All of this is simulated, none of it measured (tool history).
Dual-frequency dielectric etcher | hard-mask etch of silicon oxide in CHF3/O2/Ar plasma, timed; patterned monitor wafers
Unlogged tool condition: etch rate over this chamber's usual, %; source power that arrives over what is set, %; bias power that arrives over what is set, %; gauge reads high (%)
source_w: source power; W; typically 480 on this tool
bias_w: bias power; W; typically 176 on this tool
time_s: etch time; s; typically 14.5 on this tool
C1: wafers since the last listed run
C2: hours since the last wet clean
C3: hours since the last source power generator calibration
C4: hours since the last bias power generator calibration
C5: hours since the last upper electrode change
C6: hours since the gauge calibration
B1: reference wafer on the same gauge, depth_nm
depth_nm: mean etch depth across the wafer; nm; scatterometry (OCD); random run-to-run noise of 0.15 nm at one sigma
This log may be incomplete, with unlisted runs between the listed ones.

Run 1, hour 0.0: usual settings but bias_w 159 W; C1 0; C2 434.3; C3 3155.6; C4 11.5; C5 3155.8; C6 1881.7; B1 22.68. Result: depth_nm 27.16 nm.
At hour 24.1: wet clean of the chamber.
Run 2, hour 41.9: usual settings but bias_w 159 W; C1 445; C2 17.8; C3 3197.5; C4 53.4; C5 3197.7; C6 1923.6; B1 22.69. Result: depth_nm 25.99 nm.
Run 3, hour 98.9: usual settings; C1 1418; C2 74.8; C3 3254.5; C4 110.4; C5 3254.7; C6 1980.6; B1 22.71. Result: depth_nm 27.05 nm.
Run 4, hour 145.2: usual settings but bias_w 162 W; C1 1152; C2 121.1; C3 3300.8; C4 156.7; C5 3301.0; C6 2026.9; B1 22.65. Result: depth_nm 26.53 nm.
Run 5, hour 175.5: usual settings but bias_w 162 W; C1 754; C2 151.4; C3 3331.1; C4 187.0; C5 3331.3; C6 2057.2; B1 22.70. Result: depth_nm 26.67 nm.
Run 6, hour 244.4: usual settings but source_w 450 W; C1 1715; C2 220.3; C3 3400.0; C4 255.9; C5 3400.2; C6 2126.1; B1 22.69. Result: depth_nm 26.97 nm.
Run 7, hour 282.3: usual settings but source_w 450 W; C1 943; C2 258.2; C3 3437.9; C4 293.8; C5 3438.1; C6 2164.0; B1 22.69. Result: depth_nm 27.03 nm.
Run 8, hour 335.4: usual settings but source_w 380 W, bias_w 190 W, time_s 17.0 s; C1 1321; C2 311.3; C3 3491.0; C4 346.9; C5 3491.2; C6 2217.1; B1 22.74. Result: depth_nm 30.81 nm.
Run 9, hour 362.7: usual settings; C1 679; C2 338.6; C3 3518.3; C4 374.2; C5 3518.5; C6 2244.4; B1 22.65. Result: depth_nm 28.06 nm.
At hour 402.9: wet clean of the chamber.
Run 10, hour 431.4: usual settings but source_w 550 W, bias_w 164 W, time_s 11.5 s; C1 1112; C2 28.5; C3 3587.0; C4 442.9; C5 3587.2; C6 2313.1; B1 22.71. Result: depth_nm 22.33 nm.
Run 11, hour 464.4: usual settings but bias_w 159 W; C1 821; C2 61.5; C3 3620.0; C4 475.9; C5 3620.2; C6 2346.1; B1 22.71. Result: depth_nm 26.40 nm.
Run 12, hour 525.1: usual settings; C1 1511; C2 122.2; C3 3680.7; C4 536.6; C5 3680.9; C6 2406.8; B1 22.70. Result: depth_nm 27.89 nm.
Run 13, hour 574.4: usual settings; C1 1227; C2 171.5; C3 3730.0; C4 585.9; C5 3730.2; C6 2456.1; B1 22.72. Result: depth_nm 27.88 nm.
At hour 593.6: source power generator calibrated.
Run 14, hour 599.6: usual settings but source_w 570 W, time_s 16.0 s; C1 527; C2 196.7; C3 6.0; C4 611.1; C5 3755.4; C6 2481.3; B1 22.65. Result: depth_nm 32.86 nm.
At hour 658.7: gauge calibrated.
Run 15, hour 665.2: usual settings but source_w 450 W, bias_w 220 W, time_s 12.5 s; C1 1633; C2 262.3; C3 71.6; C4 676.7; C5 3821.0; C6 6.5; B1 22.70. Result: depth_nm 25.83 nm.
Run 16, hour 693.2: usual settings; C1 697; C2 290.3; C3 99.6; C4 704.7; C5 3849.0; C6 34.5; B1 22.69. Result: depth_nm 28.17 nm.
Run 17, hour 753.8: usual settings but source_w 410 W, bias_w 205 W, time_s 10.0 s; C1 1508; C2 350.9; C3 160.2; C4 765.3; C5 3909.6; C6 95.1; B1 22.76. Result: depth_nm 19.52 nm.
Run 18, hour 815.4: usual settings but source_w 540 W, bias_w 220 W, time_s 12.0 s; C1 1533; C2 412.5; C3 221.8; C4 826.9; C5 3971.2; C6 156.7; B1 22.75. Result: depth_nm 26.99 nm.
At hour 856.5: wet clean of the chamber.
Run 19, hour 857.0: usual settings but time_s 13.0 s; C1 438; C2 0.5; C3 263.4; C4 868.5; C5 4012.8; C6 198.3; B1 22.67. Result: depth_nm 24.57 nm.
Run 20, hour 881.7: usual settings but source_w 520 W, bias_w 147 W, time_s 17.5 s; C1 614; C2 25.2; C3 288.1; C4 893.2; C5 4037.5; C6 223.0; B1 22.79. Result: depth_nm 31.67 nm.
At hour 960.8: upper electrode replaced.
Run 21, hour 961.3: usual settings; C1 1384; C2 104.8; C3 367.7; C4 972.8; C5 0.5; C6 302.6; B1 22.66. Result: depth_nm 27.48 nm.
Run 22, hour 963.6: usual settings but source_w 560 W, bias_w 200 W, time_s 17.0 s; C1 57; C2 107.1; C3 370.0; C4 975.1; C5 2.8; C6 304.9; B1 22.70. Result: depth_nm 36.34 nm.
Run 23, hour 1018.4: usual settings but bias_w 138 W, time_s 17.0 s; C1 1364; C2 161.9; C3 424.8; C4 1029.9; C5 57.6; C6 359.7; B1 22.72. Result: depth_nm 29.50 nm.
Run 24, hour 1085.8: usual settings; C1 1677; C2 229.3; C3 492.2; C4 1097.3; C5 125.0; C6 427.1; B1 22.66. Result: depth_nm 27.88 nm.
Run 25, hour 1149.8: usual settings; C1 1593; C2 293.3; C3 556.2; C4 1161.3; C5 189.0; C6 491.1; B1 22.67. Result: depth_nm 27.94 nm.
At hour 1225.8: wet clean of the chamber.
Run 26, hour 1226.3: usual settings but source_w 430 W, bias_w 211 W, time_s 17.0 s; C1 1306; C2 0.5; C3 632.7; C4 1237.8; C5 265.5; C6 567.6; B1 22.72. Result: depth_nm 32.67 nm.
Run 27, hour 1232.1: usual settings but source_w 570 W, time_s 16.5 s; C1 144; C2 6.3; C3 638.5; C4 1243.6; C5 271.3; C6 573.4; B1 22.73. Result: depth_nm 33.01 nm.
Run 28, hour 1295.7: usual settings but source_w 380 W, bias_w 159 W, time_s 13.5 s; C1 1583; C2 69.9; C3 702.1; C4 1307.2; C5 334.9; C6 637.0; B1 22.64. Result: depth_nm 22.23 nm.
Run 29, hour 1359.5: usual settings but source_w 370 W, bias_w 211 W, time_s 10.5 s; C1 1588; C2 133.7; C3 765.9; C4 1371.0; C5 398.7; C6 700.8; B1 22.72. Result: depth_nm 19.18 nm.
Run 30, hour 1414.2: usual settings but source_w 590 W, bias_w 144 W, time_s 10.0 s; C1 1361; C2 188.4; C3 820.6; C4 1425.7; C5 453.4; C6 755.5; B1 22.69. Result: depth_nm 19.34 nm.

Hidden state or all else? Some run-to-run changes of depth_nm, split into what the settings, what came in and random variation would give without the hidden state, and what is left for the hidden state (with any gauge scatter that isn't in both results):
Run 1 -> 2: wet clean of the chamber. depth_nm -1.17 nm: hidden state -1.24, all else +0.07.
Run 16 -> 17: source_w 480 -> 410, bias_w 176 -> 205, time_s 14.5 -> 10.0. depth_nm -8.65 nm: hidden state -0.21, all else -8.44.
Run 18 -> 19: source_w 540 -> 480, bias_w 220 -> 176, time_s 12.0 -> 13.0, wet clean of the chamber. depth_nm -2.42 nm: hidden state -1.32, all else -1.10.
Run 21 -> 22: source_w 480 -> 560, bias_w 176 -> 200, time_s 14.5 -> 17.0. depth_nm +8.86 nm: hidden state +0.10, all else +8.76.
Run 25 -> 26: source_w 480 -> 430, bias_w 176 -> 211, time_s 14.5 -> 17.0, wet clean of the chamber. depth_nm +4.73 nm: hidden state -0.78, all else +5.51.
Run 27 -> 28: source_w 570 -> 380, bias_w 176 -> 159, time_s 16.5 -> 13.5. depth_nm -10.78 nm: hidden state +0.12, all else -10.90.
